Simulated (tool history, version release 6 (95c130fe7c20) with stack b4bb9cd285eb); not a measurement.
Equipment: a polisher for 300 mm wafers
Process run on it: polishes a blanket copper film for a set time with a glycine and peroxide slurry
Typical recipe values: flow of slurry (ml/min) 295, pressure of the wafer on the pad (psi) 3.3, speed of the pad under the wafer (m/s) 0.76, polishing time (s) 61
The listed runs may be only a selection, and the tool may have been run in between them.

run    hour  flow of slurry (ml/min)  pressure of the wafer on the pad (psi)  speed of the pad under the wafer (m/s)  polishing time (s)  wafers since the last listed run  wafers polished on this pad  hours since the slurry nozzle was cleaned  hours since the head pressure was calibrated  incoming thickness of the incoming film, nm  film removed (angstrom)
  1       0                      295                                     3.9                                    0.76                  61                                 0                         1215                                      760.8                                         123.4                                       1026.2                     2804
  2      50                      295                                     3.9                                    0.76                  61                               496                         1712                                      810.8                                         173.4                                       1029.5                     2712
       91.9  -- slurry nozzle cleaned
  3   144.1                      295                                     3.3                                    0.76                  61                               924                         2636                                       52.2                                         267.5                                       1016.5                     2433
  4   237.9                      295                                     3.3                                    0.76                  61                               931                         3567                                        146                                         361.3                                       1002.4                     2317
      268.5  -- worn pad replaced by a new one
  5   324.6                      295                                     3.3                                    0.76                  61                               821                          557                                      232.7                                           448                                       1016.2                     2559
  6   387.8                      295                                     3.3                                    0.76                  61                               627                         1184                                      295.9                                         511.2                                       1015.6                     2555
  7   483.6                      295                                     3.3                                    0.76                  61                               951                         2135                                      391.7                                           607                                       1017.7                     2441
  8   576.5                      295                                     3.3                                    0.76                  61                               922                         3058                                      484.6                                         699.9                                       1032.2                     2381
      603.4  -- worn pad replaced by a new one
  9   657.2                      295                                     3.3                                    0.76                  61                               761                          534                                      565.3                                         780.6                                       1020.8                     2608
 10   703.1                      295                                     3.3                                    0.76                  61                               455                          989                                      611.2                                         826.5                                         1018                     2553
 11   740.6                      295                                     3.3                                    0.76                  61                               372                         1362                                      648.7                                           864                                       1015.4                     2538
 12   841.3                      295                                     3.3                                    0.76                  61                               999                         2362                                      749.4                                         964.7                                       1008.8                     2511
 13   893.5                      295                                     3.3                                    0.76                  61                               518                         2880                                      801.6                                        1016.9                                       1000.2                     2413
      949.8  -- slurry nozzle cleaned
      957.8  -- head pressure recalibrated
 14   998.2                      295                                     3.3                                    0.76                  61                              1009                         3890                                       48.4                                          40.4                                       1017.6                     2305
     1013.1  -- worn pad replaced by a new one
 15  1062.7                      260                                     3.9                                    0.76                  49                               600                          492                                      112.9                                         104.9                                       1016.9                     2237
 16  1133.2                      390                                     4.2                                    0.76                  61                               700                         1192                                      183.4                                         175.4                                        997.9                     2922
 17  1210.1                      295                                     3.3                                    0.94                  50                               763                         1956                                      260.3                                         252.3                                       1017.2                     2329
 18  1307.4                      295                                     3.3                                    0.76                  61                               966                         2922                                      357.6                                         349.6                                       1030.4                     2377
 19  1355.6                      295                                     3.3                                    0.76                  61                               478                         3400                                      405.8                                         397.8                                       1014.2                     2317
 20  1444.1                      350                                     3.8                                    0.86                  74                               878                         4279                                      494.3                                         486.3                                       1012.5                     3140
     1449.7  -- worn pad replaced by a new one
 21  1485.9                      295                                     3.9                                    0.76                  61                               375                          359                                      536.1                                         528.1                                       1007.2                     2852
 22  1578.9                      295                                     2.2                                    0.76                  77                               923                         1283                                      629.1                                         621.1                                       1017.7                     2678
 23  1675.3                      215                                     3.3                                     0.7                  61                               957                         2240                                      725.5                                         717.5                                       1024.8                     2370
 24  1717.5                      295                                     3.3                                    0.76                  81                               419                         2659                                      767.7                                         759.7                                         1008                     3231
 25  1791.8                      360                                     4.3                                    0.94                  45                               737                         3397                                        842                                           834                                       1019.4                     2252
     1827.7  -- worn pad replaced by a new one
     1851.5  -- slurry nozzle cleaned
 26  1874.7                      360                                     4.3                                    0.94                  45                               773                          457                                       23.2                                         916.9                                       1022.3                     2459
 27  1919.4                      220                                     2.8                                    0.98                  43                               443                          900                                       67.9                                         961.6                                       1023.6                     1894
 28    1960                      295                                     3.3                                    0.76                  61                               403                         1304                                      108.5                                        1002.2                                       1024.3                     2513

Each row is a separate what-if for the run after 28, all from the same tool condition, not one after another. Results?
  A  1960.4                      295                                     4.2                                    0.76                  61                                 3                         1308                                      108.9                                        1002.6                                       1021.4                        ?
  B  1960.4                      195                                     2.4                                    0.76                  74                                 3                         1308                                      108.9                                        1002.6                                       1021.4                        ?
  C  1960.4                      295                                     3.3                                    0.76                  42                                 3                         1308                                      108.9                                        1002.6                                       1021.4                        ?
  D  1960.4                      295                                     2.2                                     0.9                  79                                 3                         1308                                      108.9                                        1002.6                                       1021.4                        ?
  E  1960.4                      295                                     3.3                                    0.52                  44                                 3                         1308                                      108.9                                        1002.6                                       1021.4                        ?

run  film removed (angstrom)
  A                     2849
  B                     2587
  C                     1732
  D                     2990
  E                     1506
What these runs would have given with no unlogged condition in the tool:
run  film removed (angstrom)
  A                     2924
  B                     2654
  C                     1778
  D                     3068
  E                     1546
